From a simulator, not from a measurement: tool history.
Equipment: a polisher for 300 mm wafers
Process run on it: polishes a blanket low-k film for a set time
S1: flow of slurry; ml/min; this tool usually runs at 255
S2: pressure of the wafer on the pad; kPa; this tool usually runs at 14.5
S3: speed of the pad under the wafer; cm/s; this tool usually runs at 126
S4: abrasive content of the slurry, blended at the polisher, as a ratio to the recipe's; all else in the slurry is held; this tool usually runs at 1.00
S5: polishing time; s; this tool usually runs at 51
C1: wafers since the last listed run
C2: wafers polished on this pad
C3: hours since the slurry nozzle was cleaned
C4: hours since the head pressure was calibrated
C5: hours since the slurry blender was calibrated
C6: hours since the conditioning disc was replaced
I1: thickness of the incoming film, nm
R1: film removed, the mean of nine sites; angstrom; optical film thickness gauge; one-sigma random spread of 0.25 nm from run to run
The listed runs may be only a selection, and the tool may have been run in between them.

run	hour	S1	S2	S3	S4	S5	C1	C2	C3	C4	C5	C6	I1	R1
1	0.0	255	14.5	126	1.00	51	0	329	148.2	121.4	200.4	15.6	476.0	265
2	21.0	255	14.5	126	1.00	51	150	479	169.2	142.4	221.4	36.6	468.3	259
3	34.8	255	14.5	126	1.00	51	98	578	183.0	156.2	235.2	50.4	469.1	256
4	53.9	255	14.5	126	1.00	51	136	715	202.1	175.3	254.3	69.5	469.3	256
5	79.6	255	14.5	126	1.00	51	183	899	227.8	201.0	280.0	95.2	469.2	253
# hour 101.7: slurry blender recalibrated
6	114.9	255	14.5	126	1.00	51	238	1137	263.1	236.3	13.2	130.5	462.4	248
# hour 129.2: worn pad replaced by a new one
# hour 132.1: slurry nozzle cleaned
7	140.9	255	14.5	126	1.15	51	150	76	8.8	262.3	39.2	156.5	464.2	258
8	165.6	190	14.5	126	1.20	51	176	253	33.5	287.0	63.9	181.2	471.6	245
# hour 199.4: conditioning disc replaced and pad reconditioned
9	200.8	255	14.5	126	1.10	51	237	491	68.7	322.2	99.1	1.4	462.0	270
10	219.6	255	14.5	126	1.30	58	134	625	87.5	341.0	117.9	20.2	472.7	327
11	255.5	255	14.5	126	1.00	51	256	882	123.4	376.9	153.8	56.1	464.7	251
12	288.4	255	14.5	126	1.00	51	235	1117	156.3	409.8	186.7	89.0	471.5	246
13	301.9	255	18.6	126	1.10	51	96	1214	169.8	423.3	200.2	102.5	469.2	316
# hour 316.1: worn pad replaced by a new one
14	318.2	255	14.5	126	1.00	51	88	15	186.1	439.6	216.5	118.8	469.9	244
15	346.1	210	9.7	152	1.00	39	199	215	214.0	467.5	244.4	146.7	463.2	143
# hour 354.0: slurry blender recalibrated
16	376.3	205	17.2	150	1.00	56	201	416	244.2	497.7	22.3	176.9	462.0	334
# hour 397.0: slurry nozzle cleaned
17	400.4	180	14.5	146	1.25	51	165	582	3.4	521.8	46.4	201.0	470.0	273

Run 18, settings as shown, results not yet in. Your forecast:
# hour 419.1: conditioning disc replaced and pad reconditioned
18	422.2	220	17.9	92	1.25	51	141	723	25.2	543.6	68.2	3.1	475.6	?

{"run 18": {"R1": 269}}
Were there no unlogged condition in the tool, this run, its random variation unchanged, would have produced R1 271 angstrom.

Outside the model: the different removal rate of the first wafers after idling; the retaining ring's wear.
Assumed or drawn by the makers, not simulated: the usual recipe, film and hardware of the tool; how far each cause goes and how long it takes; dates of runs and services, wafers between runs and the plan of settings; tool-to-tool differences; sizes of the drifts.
